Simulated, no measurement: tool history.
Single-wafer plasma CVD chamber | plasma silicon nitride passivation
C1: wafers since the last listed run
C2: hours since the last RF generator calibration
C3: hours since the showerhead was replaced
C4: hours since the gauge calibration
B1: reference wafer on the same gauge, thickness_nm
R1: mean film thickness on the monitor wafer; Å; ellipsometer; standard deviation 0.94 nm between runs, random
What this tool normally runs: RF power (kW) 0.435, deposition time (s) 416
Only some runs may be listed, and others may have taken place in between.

Run 1, day 0: usual settings; C1 0; C2 2199.2; C3 2269.4; C4 12.2; B1 735.301. Result: R1 6240.63 Å.
Run 2, day 1.062: usual settings; C1 122; C2 2224.7; C3 2294.9; C4 37.7; B1 735.148. Result: R1 6241.66 Å.
Run 3, day 1.7: usual settings but deposition time (s) 394; C1 73; C2 2240; C3 2310.2; C4 53; B1 734.989. Result: R1 5905.92 Å.
Run 4, day 2.529: usual settings but deposition time (s) 394; C1 95; C2 2259.9; C3 2330.1; C4 72.9; B1 735.019. Result: R1 5916.25 Å.
Run 5, day 3.25: usual settings but deposition time (s) 394; C1 83; C2 2277.2; C3 2347.4; C4 90.2; B1 735.234. Result: R1 5902.85 Å.
Run 6, day 4.658: usual settings but deposition time (s) 469; C1 162; C2 2311; C3 2381.2; C4 124; B1 734.801. Result: R1 7046.95 Å.
Run 7, day 5.75: usual settings but deposition time (s) 469; C1 126; C2 2337.2; C3 2407.4; C4 150.2; B1 734.922. Result: R1 7033.84 Å.
Run 8, day 7.096: usual settings but deposition time (s) 392; C1 155; C2 2369.5; C3 2439.7; C4 182.5; B1 734.766. Result: R1 5873.33 Å.
Run 9, day 7.688: usual settings but deposition time (s) 392; C1 68; C2 2383.7; C3 2453.9; C4 196.7; B1 734.979. Result: R1 5880.56 Å.
At day 7.812: gauge calibrated.
Run 10, day 9.092: usual settings but deposition time (s) 393; C1 162; C2 2417.4; C3 2487.6; C4 30.7; B1 735.129. Result: R1 5884.76 Å.
At day 9.471: RF generator calibrated.
Run 11, day 10.433: usual settings but RF power (kW) 0.5; C1 116; C2 23.1; C3 2519.8; C4 62.9; B1 735.184. Result: R1 6467.22 Å.
Run 12, day 11.375: usual settings; C1 108; C2 45.7; C3 2542.4; C4 85.5; B1 734.681. Result: R1 6246.14 Å.
Run 13, day 12.079: usual settings but RF power (kW) 0.355, deposition time (s) 478; C1 81; C2 62.6; C3 2559.3; C4 102.4; B1 735.241. Result: R1 6844.17 Å.
Run 14, day 13.512: usual settings but RF power (kW) 0.49, deposition time (s) 390; C1 165; C2 97; C3 2593.7; C4 136.8; B1 734.87. Result: R1 6012.03 Å.
At day 14.321: showerhead replaced.
Run 15, day 14.492: usual settings but RF power (kW) 0.515, deposition time (s) 440; C1 74; C2 120.5; C3 4.1; C4 160.3; B1 734.685. Result: R1 6859.29 Å.
Run 16, day 15.442: usual settings but RF power (kW) 0.38, deposition time (s) 453; C1 109; C2 143.3; C3 26.9; C4 183.1; B1 734.754. Result: R1 6588.16 Å.
Run 17, day 16.025: usual settings but RF power (kW) 0.48; C1 67; C2 157.3; C3 40.9; C4 197.1; B1 735.036. Result: R1 6395.06 Å.
At day 16.308: gauge calibrated.
Run 18, day 17.083: usual settings; C1 122; C2 182.7; C3 66.3; C4 18.6; B1 734.89. Result: R1 6240.84 Å.
Run 19, day 18.05: usual settings but RF power (kW) 0.36, deposition time (s) 383; C1 111; C2 205.9; C3 89.5; C4 41.8; B1 734.884. Result: R1 5484.47 Å.
Run 20, day 19.075: usual settings but RF power (kW) 0.5, deposition time (s) 454; C1 118; C2 230.5; C3 114.1; C4 66.4; B1 735.005. Result: R1 7034.26 Å.

5 ways to go on from here, each from the tool as it stands after run 20. What would each give?
Run A, day 19.096: usual settings; C1 2; C2 231; C3 114.6; C4 66.9; B1 ?. Result: R1 ?.
Run B, day 19.096: usual settings but RF power (kW) 0.5, deposition time (s) 388; C1 2; C2 231; C3 114.6; C4 66.9; B1 ?. Result: R1 ?.
Run C, day 19.096: usual settings but RF power (kW) 0.51, deposition time (s) 378; C1 2; C2 231; C3 114.6; C4 66.9; B1 ?. Result: R1 ?.
Run D, day 19.096: usual settings but RF power (kW) 0.41, deposition time (s) 487; C1 2; C2 231; C3 114.6; C4 66.9; B1 ?. Result: R1 ?.
Run E, day 19.096: usual settings but RF power (kW) 0.415; C1 2; C2 231; C3 114.6; C4 66.9; B1 ?. Result: R1 ?.

run       B1       R1
  A  735.013  6236.16
  B  735.013  6014.77
  C  735.013  5888.19
  D  735.013  7199.26
  E  735.013   6167.2
Stripped of hidden state, with their random variation kept, the same runs would have yielded:
run       R1
  A  6236.16
  B  6014.77
  C  5888.19
  D  7199.26
  E   6167.2

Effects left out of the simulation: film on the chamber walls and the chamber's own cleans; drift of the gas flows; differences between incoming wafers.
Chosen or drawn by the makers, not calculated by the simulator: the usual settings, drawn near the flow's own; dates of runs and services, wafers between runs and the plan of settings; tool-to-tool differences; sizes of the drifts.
